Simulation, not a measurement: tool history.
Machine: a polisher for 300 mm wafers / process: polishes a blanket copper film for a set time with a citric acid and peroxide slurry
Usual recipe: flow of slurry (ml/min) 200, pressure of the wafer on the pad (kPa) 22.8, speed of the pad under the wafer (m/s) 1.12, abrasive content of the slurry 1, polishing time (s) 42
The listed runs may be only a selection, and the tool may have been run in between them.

run	hour	flow of slurry (ml/min)	pressure of the wafer on the pad (kPa)	speed of the pad under the wafer (m/s)	abrasive content of the slurry	polishing time (s)	incoming thickness of the incoming film, nm	film removed (nm)
1	0	200	22.8	1.12	1	53	1086.7	127.1
2	35.8	200	22.8	1.12	1	42	1079.7	104.6
3	66.1	200	22.8	1.12	1	42	1077.1	104.3
4	80	200	22.8	1.12	0.8	42	1088.7	98.9
5	103.2	200	22.8	1.12	0.8	42	1060.4	95.8
# hour 119.9: worn pad replaced by a new one
6	126.4	200	22.8	1.12	1	42	1082.8	103.3
7	142.4	200	22.8	1.42	0.85	42	1089.6	120.4
# hour 149.1: slurry blender recalibrated
8	160.3	200	22.8	1.12	1	42	1066.6	100.9
9	173.3	200	22.8	1.12	1	42	1085	100.6
10	202.2	200	22.8	1.12	1	42	1082.3	98.3
11	224.7	240	22.8	1.12	0.85	42	1064.9	99.8
12	237.8	160	29	1.44	1	33	1083.5	114.4
13	253.3	200	22.8	1.12	1	42	1071	99.9
14	266.6	200	27.6	1.12	0.8	42	1068.7	113.9
# hour 280: head pressure recalibrated
15	282.4	200	22.8	1.12	1	42	1064.2	101.3
# hour 304: worn pad replaced by a new one
16	314.6	130	22.8	0.9	0.9	42	1060.5	74.4
17	327.6	200	27.6	1.12	0.8	42	1057.1	107.1
18	340.7	200	22.8	1.12	1	55	1066.4	125.7
19	362	180	22.8	0.74	1.25	34	1072.4	59.4
# hour 367.9: slurry nozzle cleaned
20	390.2	235	26.9	1.12	1.1	52	1073.5	155.5
21	407.1	150	22.8	1.12	1	42	1056.6	96.7
22	439	170	22.8	1.44	1	48	1066.1	143.5
23	459	200	22.8	1.12	1	42	1058.3	100.4
# hour 473.8: worn pad replaced by a new one
24	486.3	200	22.8	1.12	1	53	1076.2	130.4
25	498.5	255	22.8	1.3	1.2	42	1076	125.5
26	528.1	200	22.8	1.22	1	42	1070.5	105.9
# hour 535.7: slurry blender recalibrated
27	562.3	200	22.8	1.12	1	42	1075.8	105.3
28	592.8	200	22.8	1.5	1	36	1061.7	109.8
29	605.3	200	18.6	0.92	1	42	1055.7	74
30	639.2	160	22.8	1.12	1	51	1075.2	121.8
31	668.9	245	22.8	0.92	0.85	48	1067.9	97.4

Each row is a separate what-if for the run after 31, all from the same tool condition, not one after another. Results?
A	669.3	200	22.8	1.12	1	42	1082.4	?
B	669.3	200	22.8	1.12	1.3	42	1082.4	?
C	669.3	200	22.8	1.48	1	53	1082.4	?

run	film removed (nm)
A	100.8
B	107.8
C	157.4
Take away the tool's hidden state, keep each run's random variation, and the runs would have read:
run	film removed (nm)
A	103.2
B	110.4
C	161
